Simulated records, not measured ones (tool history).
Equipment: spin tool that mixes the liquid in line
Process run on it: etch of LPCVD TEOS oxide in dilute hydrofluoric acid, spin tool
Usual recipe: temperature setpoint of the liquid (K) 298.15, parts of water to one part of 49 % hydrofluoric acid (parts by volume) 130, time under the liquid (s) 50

run,hour,temperature setpoint of the liquid (K),parts of water to one part of 49 % hydrofluoric acid (parts by volume),time under the liquid (s),wafers since the last listed run,hours since the thermometer was replaced,hours since the hydrofluoric acid flow meter was replaced,hours since the gauge calibration,"read-back film thickness of the LPCVD TEOS oxide reference wafer, read on the same gauge (nm)",thickness taken off the LPCVD TEOS oxide on a monitor wafer (nm)
1,0,294.65,130,50,0,1996.4,895.6,152.6,121.6,5.94
2,12.7,295.65,165,50,177,2009.1,908.3,165.3,121.7,4.72
3,61.8,296.15,130,50,687,2058.2,957.4,214.4,121.99,6.35
4,75.8,298.15,130,50,196,2072.2,971.4,228.4,122.02,6.86
5,106.6,298.15,130,50,431,2103,1002.2,259.2,122.16,6.97
6,137.2,298.15,130,50,428,2133.6,1032.8,289.8,122.22,6.93
7,149.9,298.15,130,50,177,2146.3,1045.5,302.5,122.29,6.93
8,256.7,298.15,130,50,1496,2253.1,1152.3,409.3,122.51,6.93
# hour 272.7: thermometer replaced
9,283.7,298.15,130,50,364,11,1179.3,436.3,122.61,6.85
10,318.3,298.15,130,50,484,45.6,1213.9,470.9,122.59,6.96
11,339.8,298.15,130,50,301,67.1,1235.4,492.4,122.66,6.91
12,365.9,300.15,130,75,365,93.2,1261.5,518.5,122.66,11.26
13,382.2,298.15,130,50,228,109.5,1277.8,534.8,122.64,6.89
14,404.3,301.15,130,60,309,131.6,1299.9,556.9,122.69,9.24
15,422.1,301.15,130,60,249,149.4,1317.7,574.7,122.7,9.19
16,452,298.15,100,75,418,179.3,1347.6,604.6,122.73,13.9
17,473.3,298.15,130,50,298,200.6,1368.9,625.9,122.75,6.99
# hour 480.2: gauge calibrated
# hour 480.3: hydrofluoric acid flow meter replaced
18,508.5,293.15,95,80,479,235.8,28.2,28.3,120.54,12.52
19,528.8,298.15,90,50,284,256.1,48.5,48.6,120.79,10.24
20,553.1,298.15,130,50,340,280.4,72.8,72.9,121.07,6.79
21,567.4,296.65,170,80,200,294.7,87.1,87.2,121.15,7.48
22,588.3,298.15,130,60,292,315.6,108,108.1,121.39,8.24
23,631.2,296.65,130,50,600,358.5,150.9,151,121.72,6.47
24,645.7,299.65,70,25,203,373,165.4,165.5,121.76,7.31
25,672.5,299.65,85,50,375,399.8,192.2,192.3,121.91,11.9
26,695,298.15,80,50,315,422.3,214.7,214.8,122.05,12.02
27,719,302.65,160,30,336,446.3,238.7,238.8,122.15,3.82
28,750.1,298.15,75,50,435,477.4,269.8,269.9,122.29,12.8
29,774.8,298.15,100,50,346,502.1,294.5,294.6,122.35,9.38
30,807.8,298.15,130,50,462,535.1,327.5,327.6,122.44,6.92
31,820.6,298.15,130,50,179,547.9,340.3,340.4,122.53,6.89

Some steps in thickness taken off the LPCVD TEOS oxide on a monitor wafer (nm), run to run, broken into two amounts with sign: the step expected even without the hidden condition (settings, incoming material, random variation), and the rest, left for the hidden condition together with whatever gauge scatter is not in both the measured and the hidden-condition-free result:
Hidden state at play: liquid hotter than its thermometer reads (K); hydrofluoric acid flow above the setpoint (%); gauge reads high (%).
Run 16 -> 17: parts of water to one part of 49 % hydrofluoric acid (parts by volume) 100 -> 130, time under the liquid (s) 75 -> 50. thickness taken off the LPCVD TEOS oxide on a monitor wafer (nm) -6.91: hidden state -0.16, all else -6.75.
Run 26 -> 27: temperature setpoint of the liquid (K) 298.15 -> 302.65, parts of water to one part of 49 % hydrofluoric acid (parts by volume) 80 -> 160, time under the liquid (s) 50 -> 30. thickness taken off the LPCVD TEOS oxide on a monitor wafer (nm) -8.2: hidden state -0.14, all else -8.06.
Run 27 -> 28: temperature setpoint of the liquid (K) 302.65 -> 298.15, parts of water to one part of 49 % hydrofluoric acid (parts by volume) 160 -> 75, time under the liquid (s) 30 -> 50. thickness taken off the LPCVD TEOS oxide on a monitor wafer (nm) +8.98: hidden state +0.18, all else +8.8.

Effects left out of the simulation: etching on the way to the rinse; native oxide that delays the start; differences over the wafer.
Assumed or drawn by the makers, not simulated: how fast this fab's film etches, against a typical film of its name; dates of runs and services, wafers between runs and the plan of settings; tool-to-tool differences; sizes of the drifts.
